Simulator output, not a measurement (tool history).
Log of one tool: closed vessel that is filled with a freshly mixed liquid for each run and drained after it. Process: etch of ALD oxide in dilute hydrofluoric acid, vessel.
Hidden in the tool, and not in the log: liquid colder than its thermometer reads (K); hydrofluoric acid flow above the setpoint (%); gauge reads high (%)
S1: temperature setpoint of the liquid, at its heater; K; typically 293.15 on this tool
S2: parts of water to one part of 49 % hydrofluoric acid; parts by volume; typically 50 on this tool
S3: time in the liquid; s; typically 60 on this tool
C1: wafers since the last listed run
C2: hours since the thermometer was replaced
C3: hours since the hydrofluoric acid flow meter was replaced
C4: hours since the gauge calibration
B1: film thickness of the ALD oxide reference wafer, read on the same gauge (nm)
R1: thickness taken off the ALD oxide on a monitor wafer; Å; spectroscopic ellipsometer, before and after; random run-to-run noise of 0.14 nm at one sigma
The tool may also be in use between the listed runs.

run	hour	S1	S2	S3	C1	C2	C3	C4	B1	R1
1	0.0	293.15	30	60	0	2554.2	229.5	349.6	50.01	381.0
2	19.8	293.15	30	60	1592	2574.0	249.3	369.4	50.03	377.5
3	43.6	290.15	50	60	1914	2597.8	273.1	393.2	50.00	194.6
4	66.7	290.15	50	60	1857	2620.9	296.2	416.3	50.00	195.6
5	100.4	293.15	50	60	2710	2654.6	329.9	450.0	50.00	224.2
6	132.8	293.15	50	60	2605	2687.0	362.3	482.4	49.99	223.9
7	156.3	293.15	50	60	1889	2710.5	385.8	505.9	49.99	222.5
8	176.8	293.15	50	60	1648	2731.0	406.3	526.4	50.00	222.1
9	192.3	293.15	50	60	1246	2746.5	421.8	541.9	50.00	225.7
10	223.7	293.15	50	60	2525	2777.9	453.2	573.3	50.03	225.2
11	247.6	293.15	50	60	1922	2801.8	477.1	597.2	50.00	226.5
12	263.2	293.15	50	60	1254	2817.4	492.7	612.8	50.02	225.9
# hour 276.4: hydrofluoric acid flow meter replaced
13	285.1	294.65	50	80	1680	2839.3	8.7	634.7	50.01	302.4
14	302.6	293.15	50	60	1407	2856.8	26.2	652.2	50.00	214.2
# hour 313.3: thermometer replaced
15	336.1	290.15	65	30	2613	22.8	59.7	685.7	50.02	79.6
16	348.8	293.15	50	60	1021	35.5	72.4	698.4	50.04	237.7
17	371.9	296.65	30	75	1857	58.6	95.5	721.5	49.99	593.6
18	389.7	298.15	50	30	1431	76.4	113.3	739.3	50.01	146.9
19	407.5	290.15	50	30	1431	94.2	131.1	757.1	50.02	105.8
20	441.6	293.15	50	60	2742	128.3	165.2	791.2	49.99	240.0
21	463.4	293.15	65	50	1753	150.1	187.0	813.0	49.99	152.3
22	488.4	293.15	40	60	2010	175.1	212.0	838.0	50.00	308.5
# hour 505.6: gauge calibrated
23	512.3	291.65	60	80	1922	199.0	235.9	6.7	50.01	248.1
24	525.9	293.15	70	60	1093	212.6	249.5	20.3	50.02	166.4
25	553.4	293.15	70	90	2211	240.1	277.0	47.8	50.00	252.3
26	584.5	293.15	50	60	2501	271.2	308.1	78.9	50.01	244.3
27	604.7	290.15	55	60	1624	291.4	328.3	99.1	50.01	192.4
28	635.0	295.65	55	30	2436	321.7	358.6	129.4	50.02	120.8
29	651.7	293.15	50	40	1343	338.4	375.3	146.1	50.00	161.0
30	665.8	293.15	50	60	1133	352.5	389.4	160.2	49.98	241.4
31	693.0	291.15	50	60	2187	379.7	416.6	187.4	50.00	225.1
32	722.0	293.15	50	90	2332	408.7	445.6	216.4	50.00	366.0
33	736.3	290.15	70	90	1150	423.0	459.9	230.7	50.03	227.4
34	754.5	290.15	45	80	1463	441.2	478.1	248.9	50.00	318.7
35	780.2	293.15	50	60	2066	466.9	503.8	274.6	50.01	243.5

What if the next run were any one of these 3? Each begins from the tool's condition after run 35:
A	780.9	293.15	50	35	56	467.6	504.5	275.3	?	?
B	780.9	296.15	30	45	56	467.6	504.5	275.3	?	?
C	780.9	295.15	50	90	56	467.6	504.5	275.3	?	?

run	B1	R1
A	49.96	144.5
B	49.96	360.1
C	49.96	404.4
What these runs would have given with no unlogged condition in the tool:
run	R1
A	140.3
B	349.9
C	392.4
